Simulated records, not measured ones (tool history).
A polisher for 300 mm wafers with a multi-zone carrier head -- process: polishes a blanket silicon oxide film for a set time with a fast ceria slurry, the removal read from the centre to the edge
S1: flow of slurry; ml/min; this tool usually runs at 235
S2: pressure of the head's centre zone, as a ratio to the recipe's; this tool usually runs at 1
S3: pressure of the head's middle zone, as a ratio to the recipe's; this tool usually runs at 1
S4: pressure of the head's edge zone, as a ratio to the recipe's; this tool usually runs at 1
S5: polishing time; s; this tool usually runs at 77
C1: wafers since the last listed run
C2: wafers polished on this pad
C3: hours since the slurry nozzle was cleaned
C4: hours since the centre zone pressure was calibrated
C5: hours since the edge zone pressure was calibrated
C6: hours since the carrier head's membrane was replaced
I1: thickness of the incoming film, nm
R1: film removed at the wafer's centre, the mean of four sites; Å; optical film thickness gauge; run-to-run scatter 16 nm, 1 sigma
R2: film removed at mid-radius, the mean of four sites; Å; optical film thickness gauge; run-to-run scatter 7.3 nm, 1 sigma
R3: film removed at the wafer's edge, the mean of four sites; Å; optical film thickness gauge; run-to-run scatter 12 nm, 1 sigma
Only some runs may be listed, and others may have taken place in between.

run 1 hour=0 | S1=205 S2=1 S3=1 S4=1 S5=68 | C1=0 C2=704 C3=106.6 C4=178 C5=249.5 C6=970.4 | I1=3008.6 | R1=9768 R2=9689 R3=9616
run 2 hour=53.2 | S1=235 S2=1 S3=1 S4=1 S5=77 | C1=441 C2=1145 C3=159.8 C4=231.2 C5=302.7 C6=1023.6 | I1=2963 | R1=11511 R2=11146 R3=10869
run 3 hour=119.3 | S1=235 S2=1 S3=1 S4=1 S5=77 | C1=548 C2=1694 C3=225.9 C4=297.3 C5=368.8 C6=1089.7 | I1=2950.4 | R1=11575 R2=11106 R3=10899
run 4 hour=169.7 | S1=235 S2=1 S3=1 S4=1 S5=77 | C1=417 C2=2112 C3=276.3 C4=347.7 C5=419.2 C6=1140.1 | I1=2981.9 | R1=11678 R2=11143 R3=10765
run 5 hour=232.4 | S1=160 S2=1 S3=1 S4=0.93 S5=51 | C1=519 C2=2632 C3=339 C4=410.4 C5=481.9 C6=1202.8 | I1=2991.3 | R1=7189 R2=6990 R3=6432
-- hour=295.1 worn pad replaced by a new one
run 6 hour=303.4 | S1=285 S2=1.04 S3=1 S4=1.11 S5=77 | C1=555 C2=68 C3=410 C4=481.4 C5=552.9 C6=1273.8 | I1=2958.2 | R1=12648 R2=11329 R3=11654
run 7 hour=354.5 | S1=235 S2=1 S3=0.9 S4=1 S5=77 | C1=423 C2=492 C3=461.1 C4=532.5 C5=604 C6=1324.9 | I1=2991.8 | R1=11518 R2=10226 R3=10789
run 8 hour=398.6 | S1=235 S2=0.94 S3=0.96 S4=1.07 S5=69 | C1=365 C2=858 C3=505.2 C4=576.6 C5=648.1 C6=1369 | I1=3004 | R1=9918 R2=9586 R3=10015
run 9 hour=426 | S1=235 S2=1 S3=1 S4=0.91 S5=77 | C1=227 C2=1085 C3=532.6 C4=604 C5=675.5 C6=1396.4 | I1=3052.8 | R1=11635 R2=11272 R3=10397
-- hour=432.2 edge zone pressure recalibrated
run 10 hour=454.5 | S1=285 S2=0.92 S3=1 S4=0.91 S5=77 | C1=219 C2=1305 C3=561.1 C4=632.5 C5=22.3 C6=1424.9 | I1=2982.1 | R1=11403 R2=11372 R3=10744
-- hour=460.4 carrier head's membrane replaced by a new one
run 11 hour=498.2 | S1=175 S2=1.06 S3=1 S4=1.05 S5=88 | C1=320 C2=1625 C3=604.8 C4=676.2 C5=66 C6=37.8 | I1=3011.6 | R1=13389 R2=12071 R3=12098
run 12 hour=539.2 | S1=235 S2=1 S3=1 S4=1 S5=77 | C1=340 C2=1966 C3=645.8 C4=717.2 C5=107 C6=78.8 | I1=2974.7 | R1=12074 R2=11105 R3=10862
run 13 hour=602.7 | S1=235 S2=1 S3=1 S4=1 S5=68 | C1=526 C2=2492 C3=709.3 C4=780.7 C5=170.5 C6=142.3 | I1=3028.2 | R1=10624 R2=9801 R3=9624
run 14 hour=646.7 | S1=235 S2=1 S3=0.9 S4=1 S5=99 | C1=364 C2=2857 C3=753.3 C4=824.7 C5=214.5 C6=186.3 | I1=3006.7 | R1=16243 R2=12912 R3=14032
-- hour=684.8 worn pad replaced by a new one
run 15 hour=708.6 | S1=175 S2=1 S3=1 S4=1 S5=77 | C1=480 C2=196 C3=815.2 C4=886.6 C5=276.4 C6=248.2 | I1=3002.9 | R1=11462 R2=10516 R3=10333
run 16 hour=738.1 | S1=235 S2=0.89 S3=0.91 S4=1 S5=77 | C1=244 C2=441 C3=844.7 C4=916.1 C5=305.9 C6=277.7 | I1=2995.3 | R1=11062 R2=10227 R3=11119
-- hour=756.4 slurry nozzle cleaned
run 17 hour=782.9 | S1=235 S2=1 S3=1 S4=0.92 S5=59 | C1=363 C2=804 C3=26.5 C4=960.9 C5=350.7 C6=322.5 | I1=2950.5 | R1=9201 R2=8467 R3=8053
-- hour=788.4 centre zone pressure recalibrated
run 18 hour=851.4 | S1=235 S2=1 S3=1 S4=1 S5=77 | C1=551 C2=1356 C3=95 C4=63 C5=419.2 C6=391 | I1=3037.5 | R1=10761 R2=11140 R3=10879
run 19 hour=902.5 | S1=235 S2=1 S3=1 S4=1 S5=77 | C1=423 C2=1780 C3=146.1 C4=114.1 C5=470.3 C6=442.1 | I1=2987.3 | R1=10886 R2=11111 R3=10773
run 20 hour=939 | S1=235 S2=1.04 S3=1 S4=1 S5=89 | C1=302 C2=2082 C3=182.6 C4=150.6 C5=506.8 C6=478.6 | I1=3032.5 | R1=13204 R2=12913 R3=12613
run 21 hour=987.1 | S1=275 S2=1 S3=1 S4=1.08 S5=58 | C1=398 C2=2481 C3=230.7 C4=198.7 C5=554.9 C6=526.7 | I1=3029.5 | R1=8489 R2=8616 R3=8685

Alternative continuations, all from the tool just after run 21; predict every row:
run A hour=987.5 | S1=235 S2=1.03 S3=1 S4=1 S5=77 | C1=3 C2=2485 C3=231.1 C4=199.1 C5=555.3 C6=527.1 | I1=2987.6 | R1=? R2=? R3=?
run B hour=987.5 | S1=210 S2=0.89 S3=1 S4=0.96 S5=89 | C1=3 C2=2485 C3=231.1 C4=199.1 C5=555.3 C6=527.1 | I1=2987.6 | R1=? R2=? R3=?
run C hour=987.5 | S1=215 S2=1 S3=1 S4=1.07 S5=77 | C1=3 C2=2485 C3=231.1 C4=199.1 C5=555.3 C6=527.1 | I1=2987.6 | R1=? R2=? R3=?
run D hour=987.5 | S1=190 S2=1 S3=1 S4=1 S5=65 | C1=3 C2=2485 C3=231.1 C4=199.1 C5=555.3 C6=527.1 | I1=2987.6 | R1=? R2=? R3=?
run E hour=987.5 | S1=235 S2=1.12 S3=1 S4=1 S5=77 | C1=3 C2=2485 C3=231.1 C4=199.1 C5=555.3 C6=527.1 | I1=2987.6 | R1=? R2=? R3=?

run=A R1=11198 R2=11280 R3=10723
run=B R1=10969 R2=12836 R3=12006
run=C R1=10716 R2=11137 R3=10979
run=D R1=8845 R2=9215 R3=8833
run=E R1=12184 R2=11274 R3=10723
The same runs, with their run-to-run variation unchanged, on a tool lacking any hidden condition would have given:
run=A R1=11255 R2=11279 R3=10723
run=B R1=11026 R2=12836 R3=12006
run=C R1=10771 R2=11137 R3=10979
run=D R1=8891 R2=9215 R3=8833
run=E R1=12246 R2=11274 R3=10723
